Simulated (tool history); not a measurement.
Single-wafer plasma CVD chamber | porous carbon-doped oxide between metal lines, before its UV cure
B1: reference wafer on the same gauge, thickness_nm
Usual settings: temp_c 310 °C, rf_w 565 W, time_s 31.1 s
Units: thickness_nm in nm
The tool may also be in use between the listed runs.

{"run": 1, "hour": 0.0, "temp_c": 310, "rf_w": 565, "time_s": 31.1, "B1": 199.928, "thickness_nm": 167.589}
{"run": 2, "hour": 27.4, "temp_c": 310, "rf_w": 565, "time_s": 31.1, "B1": 199.956, "thickness_nm": 167.62}
{"run": 3, "hour": 77.3, "temp_c": 310, "rf_w": 565, "time_s": 35.0, "B1": 200.226, "thickness_nm": 188.355}
{"run": 4, "hour": 107.3, "temp_c": 310, "rf_w": 565, "time_s": 35.0, "B1": 200.249, "thickness_nm": 187.154}
{"run": 5, "hour": 136.0, "temp_c": 310, "rf_w": 565, "time_s": 35.0, "B1": 200.036, "thickness_nm": 187.857}
{"run": 6, "hour": 204.7, "temp_c": 310, "rf_w": 565, "time_s": 31.1, "B1": 200.236, "thickness_nm": 166.82}
{"hour": 237.8, "done": "showerhead replaced, of another model than before"}
{"run": 7, "hour": 251.9, "temp_c": 310, "rf_w": 565, "time_s": 31.1, "B1": 199.976, "thickness_nm": 167.767}
{"hour": 295.0, "done": "thermocouple changed; heater temperature recalibrated"}
{"run": 8, "hour": 307.9, "temp_c": 320, "rf_w": 530, "time_s": 27.0, "B1": 200.002, "thickness_nm": 138.379}
{"run": 9, "hour": 350.6, "temp_c": 310, "rf_w": 565, "time_s": 31.1, "B1": 199.952, "thickness_nm": 172.657}
{"hour": 351.8, "done": "gauge calibrated"}
{"run": 10, "hour": 405.5, "temp_c": 310, "rf_w": 565, "time_s": 31.1, "B1": 199.958, "thickness_nm": 172.083}
{"hour": 428.3, "done": "RF generator calibrated"}
{"run": 11, "hour": 438.4, "temp_c": 304, "rf_w": 610, "time_s": 28.9, "B1": 200.056, "thickness_nm": 172.239}
{"run": 12, "hour": 470.3, "temp_c": 317, "rf_w": 530, "time_s": 31.1, "B1": 200.03, "thickness_nm": 161.349}
{"run": 13, "hour": 564.7, "temp_c": 310, "rf_w": 640, "time_s": 32.9, "B1": 200.132, "thickness_nm": 191.982}
{"run": 14, "hour": 609.9, "temp_c": 316, "rf_w": 530, "time_s": 28.1, "B1": 200.046, "thickness_nm": 146.879}
{"run": 15, "hour": 636.2, "temp_c": 301, "rf_w": 680, "time_s": 33.9, "B1": 199.969, "thickness_nm": 214.614}

A few steps of thickness_nm between consecutive runs. Split each: what settings, incoming material and random variation would produce without the hidden state, and what is left over for the hidden state, along with gauge scatter present in only one of the two compared results (measured, and without hidden state):
Hidden conditions of the tool in this case: wafer temperature above the value expected at the setpoint (K); delivered RF power above the setpoint (%); gauge reads high (%).
Run 7 -> 8: temp_c 310 -> 320, rf_w 565 -> 530, time_s 31.1 -> 27.0, thermocouple changed; heater temperature recalibrated. thickness_nm -29.388 nm: hidden state +6.004, all else -35.392.
Run 14 -> 15: temp_c 316 -> 301, rf_w 530 -> 680, time_s 28.1 -> 33.9. thickness_nm +67.735 nm: hidden state -0.692, all else +68.427.
